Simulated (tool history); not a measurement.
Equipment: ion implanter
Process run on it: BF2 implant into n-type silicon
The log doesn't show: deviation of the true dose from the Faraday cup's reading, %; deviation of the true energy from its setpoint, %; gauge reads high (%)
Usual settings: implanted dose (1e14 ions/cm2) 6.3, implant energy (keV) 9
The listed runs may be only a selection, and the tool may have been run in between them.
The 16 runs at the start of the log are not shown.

run	hour	implanted dose (1e14 ions/cm2)	implant energy (keV)	wafers since the last listed run	hours since the last dose calibration	hours since the extraction supply was calibrated	hours since the gauge calibration	read-back reference wafer on the same gauge, sheet resistance	sheet resistance of the implanted and annealed layer (ohm/square)
# hour 732.8: extraction supply calibrated
17	733.3	6.3	9	593	1441.9	0.5	819.2	283	254.56
18	774.4	6.3	9	639	1483	41.6	860.3	283.18	253.92
19	814.6	6.3	9	625	1523.2	81.8	900.5	282.91	254.13
20	873.9	6.78	9	923	1582.5	141.1	959.8	282.77	243.15
# hour 1047.2: Faraday cup replaced and dose calibrated
21	1065.7	6.3	9	2861	18.5	332.9	1151.6	283.11	254.33
22	1106.1	6.3	9	628	58.9	373.3	1192	283.04	254.42
23	1154	5.57	10.5	745	106.8	421.2	1239.9	283.03	260.37
# hour 1158.7: gauge calibrated
24	1193.2	6.3	9	610	146	460.4	34.5	283.02	254.65
25	1218.1	6.3	9	387	170.9	485.3	59.4	283.16	254.26
26	1268	7.82	9	776	220.8	535.2	109.3	283.02	224.9
27	1328.1	7.6	12	935	280.9	595.3	169.4	283.05	209.98
28	1361.4	7.33	12	518	314.2	628.6	202.7	282.89	214.41
29	1429.5	6.3	10	1060	382.3	696.7	270.8	283.14	246.3
30	1484	6.3	9	848	436.8	751.2	325.3	283.08	254.64
31	1509	6.3	9	389	461.8	776.2	350.3	283	253.66
32	1553.2	6.3	9	688	506	820.4	394.5	282.83	254.26
33	1604.8	6.3	7	803	557.6	872	446.1	282.96	274.35
34	1657.3	4.73	9	817	610.1	924.5	498.6	283.07	299.52
35	1693.1	6.3	9	557	645.9	960.3	534.4	282.83	254.03
36	1754.1	6.3	8	949	706.9	1021.3	595.4	282.96	263.29
37	1790.6	4.49	9	568	743.4	1057.8	631.9	283.28	309.48
38	1937.3	6.3	6.5	2283	890.1	1204.5	778.6	283	279.17

Below are 3 alternative next runs, each starting from the tool's condition after run 38. Predict each:
A	1937.7	6.3	12	6	890.5	1204.9	779	?	?
B	1937.7	4.76	9	6	890.5	1204.9	779	?	?
C	1937.7	6.89	11	6	890.5	1204.9	779	?	?

run	read-back reference wafer on the same gauge, sheet resistance	sheet resistance of the implanted and annealed layer (ohm/square)
A	283.16	232.67
B	283.16	298.47
C	283.16	226.85
Take away the tool's hidden state, keep each run's random variation, and the runs would have read:
run	sheet resistance of the implanted and annealed layer (ohm/square)
A	234.65
B	301.02
C	228.81
